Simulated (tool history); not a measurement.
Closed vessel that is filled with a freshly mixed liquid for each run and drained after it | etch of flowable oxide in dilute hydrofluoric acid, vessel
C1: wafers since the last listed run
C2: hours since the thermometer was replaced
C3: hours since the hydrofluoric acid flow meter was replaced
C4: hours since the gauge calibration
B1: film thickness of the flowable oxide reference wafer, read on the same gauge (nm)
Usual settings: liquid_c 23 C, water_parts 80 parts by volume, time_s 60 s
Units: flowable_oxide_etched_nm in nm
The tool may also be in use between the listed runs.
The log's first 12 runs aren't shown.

Run 13, hour 536.8: usual settings but time_s 75 s; C1 8022; C2 843.5; C3 1685.4; C4 184; B1 60. Result: flowable_oxide_etched_nm 33.34 nm.
At hour 538.9: hydrofluoric acid flow meter replaced.
Run 14, hour 593.6: usual settings but time_s 70 s; C1 3657; C2 900.3; C3 54.7; C4 240.8; B1 59.98. Result: flowable_oxide_etched_nm 30.37 nm.
Run 15, hour 648.1: usual settings but time_s 70 s; C1 3572; C2 954.8; C3 109.2; C4 295.3; B1 60.03. Result: flowable_oxide_etched_nm 30.24 nm.
Run 16, hour 714.7: usual settings but time_s 70 s; C1 4365; C2 1021.4; C3 175.8; C4 361.9; B1 60.01. Result: flowable_oxide_etched_nm 30.36 nm.
Run 17, hour 762.1: usual settings; C1 3106; C2 1068.8; C3 223.2; C4 409.3; B1 60. Result: flowable_oxide_etched_nm 25.7 nm.
Run 18, hour 806.7: usual settings but liquid_c 20 C, water_parts 55 parts by volume; C1 2923; C2 1113.4; C3 267.8; C4 453.9; B1 59.99. Result: flowable_oxide_etched_nm 34.23 nm.
Run 19, hour 855: usual settings but liquid_c 21 C, water_parts 55 parts by volume, time_s 45 s; C1 3165; C2 1161.7; C3 316.1; C4 502.2; B1 59.99. Result: flowable_oxide_etched_nm 26.69 nm.
At hour 863.4: thermometer replaced.
At hour 897.9: hydrofluoric acid flow meter replaced, repeated, since the last time left the tool worse.
Run 20, hour 902.5: usual settings; C1 2982; C2 39.1; C3 4.6; C4 549.7; B1 59.98. Result: flowable_oxide_etched_nm 27.99 nm.
Run 21, hour 954.9: usual settings but liquid_c 25 C, water_parts 55 parts by volume; C1 3434; C2 91.5; C3 57; C4 602.1; B1 60.01. Result: flowable_oxide_etched_nm 45.29 nm.
Run 22, hour 1010.3: usual settings; C1 3631; C2 146.9; C3 112.4; C4 657.5; B1 60.02. Result: flowable_oxide_etched_nm 27.74 nm.
Run 23, hour 1059.7: usual settings but water_parts 100 parts by volume, time_s 95 s; C1 3237; C2 196.3; C3 161.8; C4 706.9; B1 59.99. Result: flowable_oxide_etched_nm 34.24 nm.
Run 24, hour 1092.1: usual settings but liquid_c 19 C, water_parts 110 parts by volume, time_s 85 s; C1 2123; C2 228.7; C3 194.2; C4 739.3; B1 60. Result: flowable_oxide_etched_nm 23.38 nm.
Run 25, hour 1118.7: usual settings but water_parts 55 parts by volume; C1 1743; C2 255.3; C3 220.8; C4 765.9; B1 60.01. Result: flowable_oxide_etched_nm 41.67 nm.
Run 26, hour 1167.3: usual settings but liquid_c 20 C; C1 3185; C2 303.9; C3 269.4; C4 814.5; B1 59.99. Result: flowable_oxide_etched_nm 24.46 nm.
Run 27, hour 1216: usual settings but liquid_c 21 C, water_parts 40 parts by volume, time_s 35 s; C1 3191; C2 352.6; C3 318.1; C4 863.2; B1 60. Result: flowable_oxide_etched_nm 31.5 nm.
At hour 1233.5: gauge calibrated.
Run 28, hour 1257.9: usual settings but water_parts 100 parts by volume; C1 2746; C2 394.5; C3 360; C4 24.4; B1 60. Result: flowable_oxide_etched_nm 21.35 nm.
Run 29, hour 1284.6: usual settings but liquid_c 24.5 C, water_parts 45 parts by volume, time_s 50 s; C1 1750; C2 421.2; C3 386.7; C4 51.1; B1 60.02. Result: flowable_oxide_etched_nm 45.5 nm.
Run 30, hour 1354.3: usual settings but liquid_c 24.5 C, water_parts 95 parts by volume; C1 4568; C2 490.9; C3 456.4; C4 120.8; B1 60.01. Result: flowable_oxide_etched_nm 24.26 nm.
Run 31, hour 1393.7: usual settings but liquid_c 19.5 C, water_parts 115 parts by volume, time_s 30 s; C1 2582; C2 530.3; C3 495.8; C4 160.2; B1 59.98. Result: flowable_oxide_etched_nm 7.99 nm.
Run 32, hour 1418.6: usual settings but water_parts 55 parts by volume, time_s 45 s; C1 1632; C2 555.2; C3 520.7; C4 185.1; B1 60.02. Result: flowable_oxide_etched_nm 30.95 nm.
Run 33, hour 1602: usual settings but liquid_c 25 C, water_parts 60 parts by volume, time_s 40 s; C1 12020; C2 738.6; C3 704.1; C4 368.5; B1 59.97. Result: flowable_oxide_etched_nm 26.95 nm.

Forecast each of these 3 alternatives for the next run:
Run A, hour 1602.7: usual settings but time_s 35 s; C1 45; C2 739.3; C3 704.8; C4 369.2; B1 ?. Result: flowable_oxide_etched_nm ?.
Run B, hour 1602.7: usual settings but liquid_c 18.5 C, water_parts 65 parts by volume, time_s 30 s; C1 45; C2 739.3; C3 704.8; C4 369.2; B1 ?. Result: flowable_oxide_etched_nm ?.
Run C, hour 1602.7: usual settings but liquid_c 24.5 C, water_parts 50 parts by volume, time_s 30 s; C1 45; C2 739.3; C3 704.8; C4 369.2; B1 ?. Result: flowable_oxide_etched_nm ?.

run     B1  flowable_oxide_etched_nm
  A  60.03                     16.15
  B  60.03                     14.39
  C  60.03                     24.49
Without the tool's hidden state the same runs would have given:
run  flowable_oxide_etched_nm
  A                     16.43
  B                     14.63
  C                      24.9
